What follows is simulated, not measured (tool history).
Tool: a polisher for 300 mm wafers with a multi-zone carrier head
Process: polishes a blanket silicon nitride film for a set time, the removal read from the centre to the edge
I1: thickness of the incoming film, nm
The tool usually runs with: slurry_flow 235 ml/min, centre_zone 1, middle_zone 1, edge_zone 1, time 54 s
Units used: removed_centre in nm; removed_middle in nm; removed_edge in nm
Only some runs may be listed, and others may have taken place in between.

Run 1, hour 0: usual settings; I1 451.3. Result: removed_centre 84.5 nm, removed_middle 100.5 nm, removed_edge 101.8 nm.
Run 2, hour 16.1: usual settings; I1 453.2. Result: removed_centre 83.7 nm, removed_middle 101 nm, removed_edge 103.4 nm.
Run 3, hour 23.5: usual settings; I1 454.8. Result: removed_centre 84.1 nm, removed_middle 98.5 nm, removed_edge 102.1 nm.
Run 4, hour 36.5: usual settings; I1 449.3. Result: removed_centre 84.3 nm, removed_middle 100.7 nm, removed_edge 102.8 nm.
Run 5, hour 53.4: usual settings; I1 449.3. Result: removed_centre 84.7 nm, removed_middle 100 nm, removed_edge 102 nm.
At hour 58.7: worn pad replaced by a new one.
Run 6, hour 62.5: usual settings; I1 450.6. Result: removed_centre 83.3 nm, removed_middle 99.9 nm, removed_edge 100.5 nm.
Run 7, hour 75.7: usual settings; I1 446.1. Result: removed_centre 82.4 nm, removed_middle 101.7 nm, removed_edge 101.2 nm.
Run 8, hour 117.4: usual settings but slurry_flow 260 ml/min; I1 447.6. Result: removed_centre 84.3 nm, removed_middle 100.4 nm, removed_edge 102.1 nm.
At hour 119.9: slurry nozzle cleaned.
At hour 124.5: worn pad replaced by a new one.
Run 9, hour 127.5: usual settings; I1 456.7. Result: removed_centre 83.9 nm, removed_middle 100.3 nm, removed_edge 101.4 nm.
At hour 138.9: carrier head's membrane replaced by a new one.
Run 10, hour 139.4: usual settings but slurry_flow 160 ml/min, time 67 s; I1 449.3. Result: removed_centre 96.4 nm, removed_middle 120.3 nm, removed_edge 119.1 nm.
Run 11, hour 151.1: usual settings but edge_zone 1.09; I1 449.8. Result: removed_centre 83.7 nm, removed_middle 100.6 nm, removed_edge 106.3 nm.
At hour 155.7: edge zone pressure recalibrated.
Run 12, hour 165.9: usual settings but slurry_flow 170 ml/min, centre_zone 0.92, middle_zone 1.09, time 69 s; I1 455.6. Result: removed_centre 92.1 nm, removed_middle 132.1 nm, removed_edge 127.4 nm.
At hour 174.6: centre zone pressure recalibrated.
Run 13, hour 175.1: usual settings; I1 447.4. Result: removed_centre 98.2 nm, removed_middle 101.2 nm, removed_edge 100.3 nm.
At hour 181.2: worn pad replaced by a new one.
Run 14, hour 192.9: usual settings but middle_zone 0.97, time 38 s; I1 450.5. Result: removed_centre 68.7 nm, removed_middle 69.1 nm, removed_edge 72 nm.
Run 15, hour 200.6: usual settings but slurry_flow 270 ml/min, edge_zone 1.03, time 62 s; I1 451.9. Result: removed_centre 113.8 nm, removed_middle 118.6 nm, removed_edge 119.9 nm.
Run 16, hour 208: usual settings but edge_zone 1.12; I1 446.6. Result: removed_centre 97.3 nm, removed_middle 101.5 nm, removed_edge 109.2 nm.
Run 17, hour 217.4: usual settings but middle_zone 0.89, time 49 s; I1 453.3. Result: removed_centre 86.9 nm, removed_middle 83.8 nm, removed_edge 92.8 nm.
Run 18, hour 225.1: usual settings but slurry_flow 165 ml/min, centre_zone 0.88, middle_zone 1.09; I1 452.7. Result: removed_centre 80.4 nm, removed_middle 101.7 nm, removed_edge 98.3 nm.
Run 19, hour 233.9: usual settings; I1 448.2. Result: removed_centre 96.5 nm, removed_middle 99.7 nm, removed_edge 102 nm.

What if the next run were any one of these 5? Each begins from the tool's condition after run 19:
Run A, hour 234.3: usual settings; I1 456.3. Result: removed_centre ?, removed_middle ?, removed_edge ?.
Run B, hour 234.3: usual settings but slurry_flow 190 ml/min, centre_zone 1.03, edge_zone 1.1, time 60 s; I1 456.3. Result: removed_centre ?, removed_middle ?, removed_edge ?.
Run C, hour 234.3: usual settings but slurry_flow 260 ml/min, middle_zone 1.08; I1 456.3. Result: removed_centre ?, removed_middle ?, removed_edge ?.
Run D, hour 234.3: usual settings but slurry_flow 305 ml/min; I1 456.3. Result: removed_centre ?, removed_middle ?, removed_edge ?.
Run E, hour 234.3: usual settings but slurry_flow 255 ml/min, middle_zone 1.1, edge_zone 0.91; I1 456.3. Result: removed_centre ?, removed_middle ?, removed_edge ?.

run  removed_centre  removed_middle  removed_edge
  A              95            99.7         101.9
  B           105.4           107.7         116.3
  C            96.2           107.6         102.7
  D            97.9           102.4           104
  E              96           109.1            98
Had the tool no hidden state, the same runs would have come out as:
run  removed_centre  removed_middle  removed_edge
  A            96.1            99.7         101.9
  B           106.7           107.7         116.3
  C            97.4           107.6         102.7
  D            99.1           102.4           104
  E            97.2           109.1            98
